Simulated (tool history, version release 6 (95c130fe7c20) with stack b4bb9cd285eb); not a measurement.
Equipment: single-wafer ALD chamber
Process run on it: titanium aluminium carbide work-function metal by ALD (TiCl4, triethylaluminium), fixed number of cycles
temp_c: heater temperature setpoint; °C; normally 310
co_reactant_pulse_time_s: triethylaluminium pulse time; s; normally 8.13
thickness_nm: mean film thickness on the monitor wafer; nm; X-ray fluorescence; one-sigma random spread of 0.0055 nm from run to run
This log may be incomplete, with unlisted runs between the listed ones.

run,hour,temp_c,co_reactant_pulse_time_s,wafers since the last listed run,hours since the last thermocouple change,hours since the last triethylaluminium bottle change,hours since the showerhead was replaced,hours since the gauge calibration,"read-back reference wafer on the same gauge, thickness_nm",thickness_nm
1,0.0,310,8.13,0,2360.9,1223.4,3748.3,207.5,1.839,1.731
2,7.3,310,8.13,97,2368.2,1230.7,3755.6,214.8,1.839,1.734
3,23.7,310,8.13,218,2384.6,1247.1,3772.0,231.2,1.841,1.731
4,39.5,310,6.57,210,2400.4,1262.9,3787.8,247.0,1.842,1.582
5,49.1,310,8.13,128,2410.0,1272.5,3797.4,256.6,1.841,1.728
6,57.6,310,8.13,113,2418.5,1281.0,3805.9,265.1,1.841,1.731
7,74.5,310,8.13,225,2435.4,1297.9,3822.8,282.0,1.839,1.739
8,118.3,310,8.13,584,2479.2,1341.7,3866.6,325.8,1.841,1.737
# hour 129.1: thermocouple changed; heater temperature recalibrated
9,134.1,310,8.13,104,5.0,1357.5,3882.4,341.6,1.840,1.742
10,180.5,310,9.29,619,51.4,1403.9,3928.8,388.0,1.839,1.810
11,198.1,310,9.29,234,69.0,1421.5,3946.4,405.6,1.838,1.813
12,215.5,310,9.29,232,86.4,1438.9,3963.8,423.0,1.836,1.807
13,226.7,301,5.81,149,97.6,1450.1,3975.0,434.2,1.840,1.417
14,234.0,310,8.13,97,104.9,1457.4,3982.3,441.5,1.837,1.727
# hour 244.2: showerhead replaced
15,250.1,310,8.13,108,121.0,1473.5,5.9,457.6,1.840,1.732
16,265.2,310,9.89,201,136.1,1488.6,21.0,472.7,1.840,1.836
17,277.8,310,8.13,168,148.7,1501.2,33.6,485.3,1.842,1.736
18,284.1,303,11.04,84,155.0,1507.5,39.9,491.6,1.842,1.823
19,301.2,310,8.13,228,172.1,1524.6,57.0,508.7,1.842,1.732
20,317.6,315,8.13,218,188.5,1541.0,73.4,525.1,1.841,1.761
# hour 321.7: gauge calibrated
21,324.2,306,5.06,88,195.1,1547.6,80.0,2.5,1.839,1.326
22,332.3,310,8.13,108,203.2,1555.7,88.1,10.6,1.836,1.735
23,344.2,310,8.13,158,215.1,1567.6,100.0,22.5,1.842,1.724
# hour 354.3: triethylaluminium bottle replaced
24,354.8,297,10.48,34,225.7,0.5,110.6,33.1,1.840,1.885
25,383.1,314,5.50,377,254.0,28.8,138.9,61.4,1.839,1.744
26,397.9,299,8.13,197,268.8,43.6,153.7,76.2,1.840,1.816
27,408.9,320,6.00,146,279.8,54.6,164.7,87.2,1.837,1.840
28,421.0,310,10.04,161,291.9,66.7,176.8,99.3,1.841,1.984
29,435.7,310,5.94,196,306.6,81.4,191.5,114.0,1.841,1.743
30,451.2,310,8.13,206,322.1,96.9,207.0,129.5,1.841,1.911
31,461.1,310,9.11,132,332.0,106.8,216.9,139.4,1.841,1.948
32,477.7,297,8.13,221,348.6,123.4,233.5,156.0,1.842,1.782

Consider 5 possible next runs. They are alternatives, not a sequence: every one starts from the tool as it was left by run 32. What does each give?
A,478.1,324,8.13,5,349.0,123.8,233.9,156.4,?,?
B,478.1,315,9.33,5,349.0,123.8,233.9,156.4,?,?
C,478.1,304,8.13,5,349.0,123.8,233.9,156.4,?,?
D,478.1,315,11.29,5,349.0,123.8,233.9,156.4,?,?
E,478.1,321,7.14,5,349.0,123.8,233.9,156.4,?,?

run,"read-back reference wafer on the same gauge, thickness_nm",thickness_nm
A,1.839,2.031
B,1.839,2.002
C,1.839,1.849
D,1.839,2.053
E,1.839,1.938
Without the tool's unlogged condition, the same runs would have read:
run,thickness_nm
A,2.063
B,2.025
C,1.878
D,2.067
E,1.977
